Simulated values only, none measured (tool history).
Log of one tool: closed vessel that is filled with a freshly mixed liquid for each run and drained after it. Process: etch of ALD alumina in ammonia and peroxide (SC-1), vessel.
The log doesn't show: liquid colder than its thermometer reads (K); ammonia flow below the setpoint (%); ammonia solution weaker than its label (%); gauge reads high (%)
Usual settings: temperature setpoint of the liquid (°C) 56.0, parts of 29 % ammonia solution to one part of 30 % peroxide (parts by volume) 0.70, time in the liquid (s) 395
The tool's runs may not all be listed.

run,day,temperature setpoint of the liquid (°C),parts of 29 % ammonia solution to one part of 30 % peroxide (parts by volume),time in the liquid (s),wafers since the last listed run,hours since the thermometer was replaced,hours since the ammonia flow meter was replaced,hours since the drum of ammonia solution was connected,hours since the gauge calibration,"read-back film thickness of the ALD alumina reference wafer, read on the same gauge (nm)",thickness taken off the ALD alumina on a monitor wafer (angstrom)
1,0.000,56.0,0.70,395,0,714.7,161.9,1123.5,1074.0,31.30,318.5
# day 0.075: new drum of ammonia solution connected
2,1.300,56.0,0.70,395,2289,745.9,193.1,29.4,1105.2,31.27,322.2
3,1.854,56.0,0.70,395,1008,759.2,206.4,42.7,1118.5,31.27,319.6
# day 2.612: gauge calibrated
4,3.350,56.0,0.70,395,2722,795.1,242.3,78.6,17.7,30.14,309.0
5,4.662,56.0,0.70,395,2388,826.6,273.8,110.1,49.2,30.25,309.4
6,5.654,56.0,0.70,395,1804,850.4,297.6,133.9,73.0,30.33,311.9
7,7.200,47.5,0.40,615,2813,887.5,334.7,171.0,110.1,30.41,292.0
8,8.438,56.0,0.60,395,2251,917.2,364.4,200.7,139.8,30.49,308.1
9,9.650,62.5,0.95,305,2206,946.3,393.5,229.8,168.9,30.57,348.6
10,13.842,56.0,0.70,395,7627,1046.9,494.1,330.4,269.5,30.79,313.3
11,15.104,56.0,1.00,395,2297,1077.2,524.4,360.7,299.8,30.77,326.4
# day 15.288: ammonia flow meter replaced
12,16.346,56.0,0.70,395,2183,1107.0,25.4,390.5,329.6,30.87,315.5
# day 16.958: thermometer replaced
13,17.058,46.5,0.70,395,1220,2.4,42.5,407.6,346.7,30.91,189.0
14,17.942,62.0,0.85,215,1607,23.6,63.7,428.8,367.9,30.96,237.1
15,18.679,56.0,0.70,395,1342,41.3,81.4,446.5,385.6,30.91,316.5
16,20.054,56.0,0.70,495,2502,74.3,114.4,479.5,418.6,30.99,392.0

Run 17 comes next. What will it give?
17,20.933,56.0,0.70,395,1599,95.4,135.5,500.6,439.7,?,?

{"run 17": {"read-back film thickness of the ALD alumina reference wafer, read on the same gauge (nm)": 31.07, "thickness taken off the ALD alumina on a monitor wafer (angstrom)": 320.9}}
Without the tool's hidden state the same run would have given thickness taken off the ALD alumina on a monitor wafer (angstrom) 310.3.

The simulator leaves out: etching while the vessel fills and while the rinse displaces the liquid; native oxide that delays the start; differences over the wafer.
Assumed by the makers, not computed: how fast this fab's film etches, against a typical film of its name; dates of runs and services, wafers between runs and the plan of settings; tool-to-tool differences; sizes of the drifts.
